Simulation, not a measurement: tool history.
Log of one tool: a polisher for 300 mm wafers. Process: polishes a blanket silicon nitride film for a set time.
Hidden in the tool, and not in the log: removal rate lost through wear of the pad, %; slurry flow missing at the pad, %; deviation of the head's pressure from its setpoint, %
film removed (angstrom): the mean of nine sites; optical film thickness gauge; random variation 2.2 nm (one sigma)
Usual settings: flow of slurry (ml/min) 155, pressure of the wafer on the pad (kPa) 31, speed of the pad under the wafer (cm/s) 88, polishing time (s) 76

run   hour  flow of slurry (ml/min)  pressure of the wafer on the pad (kPa)  speed of the pad under the wafer (cm/s)  polishing time (s)  wafers since the last listed run  wafers polished on this pad  hours since the slurry nozzle was cleaned  hours since the head pressure was calibrated  incoming thickness of the incoming film, nm  film removed (angstrom)
  1      0                      155                                      31                                       88                  88                                 0                          711                                      865.8                                         900.6                                        568.1                     1667
  2   13.8                      155                                      31                                       88                  66                               133                          845                                      879.6                                         914.4                                        569.7                     1293
      27.5  -- worn pad replaced by a new one
  3     35                      155                                      31                                       88                  61                               166                           72                                      900.8                                         935.6                                        571.8                     1187
  4   46.8                      155                                      31                                       88                  61                               114                          186                                      912.6                                         947.4                                        570.5                     1158
  5   60.1                      155                                      31                                       88                  61                               128                          315                                      925.9                                         960.7                                        571.4                     1179
  6   70.3                      155                                    25.5                                       88                  76                                98                          414                                      936.1                                         970.9                                        568.8                     1218
  7   77.3                      155                                      31                                       88                  76                                67                          482                                      943.1                                         977.9                                        561.2                     1463
  8   87.2                      155                                      31                                       88                  76                                95                          578                                        953                                         987.8                                        568.8                     1456
  9   99.4                      155                                      31                                       88                  76                               118                          696                                      965.2                                          1000                                        578.3                     1480
     114.4  -- slurry nozzle cleaned
 10  114.9                      155                                    35.9                                       88                  76                               140                          837                                        0.5                                        1015.5                                          575                     1725
     117.1  -- head pressure recalibrated
 11    131                      155                                      31                                       88                  76                               136                          973                                       16.6                                          13.9                                        561.6                     1506
 12  140.7                      155                                      31                                       88                  76                                93                         1067                                       26.3                                          23.6                                        569.3                     1459
     149.7  -- worn pad replaced by a new one
 13  151.3                      185                                      31                                       88                  76                                63                           15                                       36.9                                          34.2                                        569.5                     1544
 14  167.8                      155                                      31                                       88                  76                               159                          175                                       53.4                                          50.7                                        576.1                     1487
 15  175.8                      155                                      31                                       64                  68                                77                          253                                       61.4                                          58.7                                        570.6                     1018
 16  181.9                      155                                    21.4                                       58                  76                                59                          312                                       67.5                                          64.8                                        562.5                      739
 17  217.1                      155                                      31                                       88                  76                               341                          653                                      102.7                                           100                                        578.6                     1466
 18  224.4                      155                                    33.8                                       88                  67                                70                          723                                        110                                         107.3                                        565.5                     1384
 19  238.4                      155                                      31                                       88                  52                               135                          859                                        124                                         121.3                                        573.2                      999
 20  245.2                      130                                    37.2                                       88                  76                                65                          925                                      130.8                                         128.1                                        570.7                     1724
 21  260.1                      155                                      31                                       88                  76                               144                         1069                                      145.7                                           143                                        569.6                     1494
     267.6  -- worn pad replaced by a new one
 22  273.6                      130                                    27.6                                      106                  56                                92                           57                                      159.2                                         156.5                                        569.5                     1085
 23  286.5                      155                                    22.1                                      118                  92                               124                          182                                      172.1                                         169.4                                        564.1                     1582
 24  303.5                      155                                      31                                       88                  76                               164                          347                                      189.1                                         186.4                                        576.4                     1441
 25  311.8                      155                                      31                                       98                  76                                80                          427                                      197.4                                         194.7                                        576.7                     1632
 26  320.4                      155                                    20.7                                       70                  76                                83                          511                                        206                                         203.3                                          572                      826
 27  338.2                      155                                      31                                       88                  88                               172                          683                                      223.8                                         221.1                                        575.1                     1709
 28  353.8                      155                                      40                                       88                  76                               151                          834                                      239.4                                         236.7                                        575.7                     1886
 29    368                      155                                      31                                       88                  89                               137                          972                                      253.6                                         250.9                                        573.7                     1718

Forecast each of these 5 alternatives for the next run:
  A  368.4                      155                                    21.4                                       88                  76                                 3                          976                                        254                                         251.3                                        568.3                        ?
  B  368.4                      170                                      31                                       88                  76                                 3                          976                                        254                                         251.3                                        568.3                        ?
  C  368.4                      155                                      31                                      106                  76                                 3                          976                                        254                                         251.3                                        568.3                        ?
  D  368.4                      175                                      31                                       78                  76                                 3                          976                                        254                                         251.3                                        568.3                        ?
  E  368.4                      155                                      31                                      104                  76                                 3                          976                                        254                                         251.3                                        568.3                        ?

run  film removed (angstrom)
  A                     1028
  B                     1517
  C                     1733
  D                     1384
  E                     1706
Without the tool's hidden state the same runs would have given:
run  film removed (angstrom)
  A                     1028
  B                     1517
  C                     1733
  D                     1384
  E                     1706
